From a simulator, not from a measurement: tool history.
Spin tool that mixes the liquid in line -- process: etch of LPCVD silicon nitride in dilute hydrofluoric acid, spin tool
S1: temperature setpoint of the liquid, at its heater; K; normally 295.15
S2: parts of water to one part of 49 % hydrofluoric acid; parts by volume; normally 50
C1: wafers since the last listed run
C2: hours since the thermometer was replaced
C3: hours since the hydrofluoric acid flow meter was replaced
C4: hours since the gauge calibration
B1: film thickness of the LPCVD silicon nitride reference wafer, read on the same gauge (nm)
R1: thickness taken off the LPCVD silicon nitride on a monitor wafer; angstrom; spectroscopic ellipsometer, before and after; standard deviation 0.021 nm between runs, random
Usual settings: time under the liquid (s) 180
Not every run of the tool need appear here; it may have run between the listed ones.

{"run": 1, "hour": 0.0, "S1": 295.15, "S2": 50, "time under the liquid (s)": 180, "C1": 0, "C2": 2652.5, "C3": 795.2, "C4": 146.2, "B1": 70.029, "R1": 13.13}
{"run": 2, "hour": 39.6, "S1": 295.15, "S2": 50, "time under the liquid (s)": 180, "C1": 388, "C2": 2692.1, "C3": 834.8, "C4": 185.8, "B1": 69.976, "R1": 13.25}
{"run": 3, "hour": 51.7, "S1": 295.15, "S2": 50, "time under the liquid (s)": 180, "C1": 118, "C2": 2704.2, "C3": 846.9, "C4": 197.9, "B1": 70.005, "R1": 13.17}
{"run": 4, "hour": 59.2, "S1": 295.15, "S2": 50, "time under the liquid (s)": 180, "C1": 73, "C2": 2711.7, "C3": 854.4, "C4": 205.4, "B1": 70.019, "R1": 13.02}
{"run": 5, "hour": 72.4, "S1": 295.15, "S2": 50, "time under the liquid (s)": 260, "C1": 129, "C2": 2724.9, "C3": 867.6, "C4": 218.6, "B1": 70.009, "R1": 19.02}
{"run": 6, "hour": 81.0, "S1": 295.15, "S2": 40, "time under the liquid (s)": 180, "C1": 84, "C2": 2733.5, "C3": 876.2, "C4": 227.2, "B1": 69.987, "R1": 16.0}
{"run": 7, "hour": 90.0, "S1": 295.15, "S2": 50, "time under the liquid (s)": 95, "C1": 88, "C2": 2742.5, "C3": 885.2, "C4": 236.2, "B1": 69.997, "R1": 6.72}
{"run": 8, "hour": 103.8, "S1": 295.15, "S2": 50, "time under the liquid (s)": 180, "C1": 135, "C2": 2756.3, "C3": 899.0, "C4": 250.0, "B1": 69.995, "R1": 13.66}
{"run": 9, "hour": 111.9, "S1": 295.15, "S2": 50, "time under the liquid (s)": 180, "C1": 79, "C2": 2764.4, "C3": 907.1, "C4": 258.1, "B1": 70.015, "R1": 13.05}
{"hour": 121.8, "done": "hydrofluoric acid flow meter replaced"}
{"hour": 122.0, "done": "thermometer replaced"}
{"hour": 128.7, "done": "gauge calibrated"}
{"run": 10, "hour": 153.2, "S1": 295.15, "S2": 50, "time under the liquid (s)": 180, "C1": 393, "C2": 31.2, "C3": 31.4, "C4": 24.5, "B1": 69.991, "R1": 13.22}
{"run": 11, "hour": 169.6, "S1": 291.65, "S2": 50, "time under the liquid (s)": 180, "C1": 160, "C2": 47.6, "C3": 47.8, "C4": 40.9, "B1": 70.017, "R1": 10.3}
{"run": 12, "hour": 183.3, "S1": 291.65, "S2": 50, "time under the liquid (s)": 180, "C1": 134, "C2": 61.3, "C3": 61.5, "C4": 54.6, "B1": 69.996, "R1": 10.3}
{"run": 13, "hour": 198.3, "S1": 298.65, "S2": 70, "time under the liquid (s)": 180, "C1": 147, "C2": 76.3, "C3": 76.5, "C4": 69.6, "B1": 69.981, "R1": 11.98}
{"run": 14, "hour": 206.3, "S1": 295.15, "S2": 50, "time under the liquid (s)": 230, "C1": 78, "C2": 84.3, "C3": 84.5, "C4": 77.6, "B1": 69.968, "R1": 16.62}
{"run": 15, "hour": 237.7, "S1": 292.65, "S2": 50, "time under the liquid (s)": 180, "C1": 307, "C2": 115.7, "C3": 115.9, "C4": 109.0, "B1": 69.987, "R1": 10.79}
{"run": 16, "hour": 251.3, "S1": 297.15, "S2": 40, "time under the liquid (s)": 150, "C1": 133, "C2": 129.3, "C3": 129.5, "C4": 122.6, "B1": 70.015, "R1": 15.8}
{"run": 17, "hour": 266.6, "S1": 295.15, "S2": 60, "time under the liquid (s)": 180, "C1": 150, "C2": 144.6, "C3": 144.8, "C4": 137.9, "B1": 69.984, "R1": 11.12}

Run 18 has not been measured yet. What should we expect?
{"run": 18, "hour": 275.3, "S1": 295.15, "S2": 50, "time under the liquid (s)": 135, "C1": 85, "C2": 153.3, "C3": 153.5, "C4": 146.6, "B1": "?", "R1": "?"}

{"run 18": {"B1": 70.012, "R1": 10.15}}
With the hidden condition absent and the run-to-run variation left alone, this run would have shown R1 10.15 angstrom.
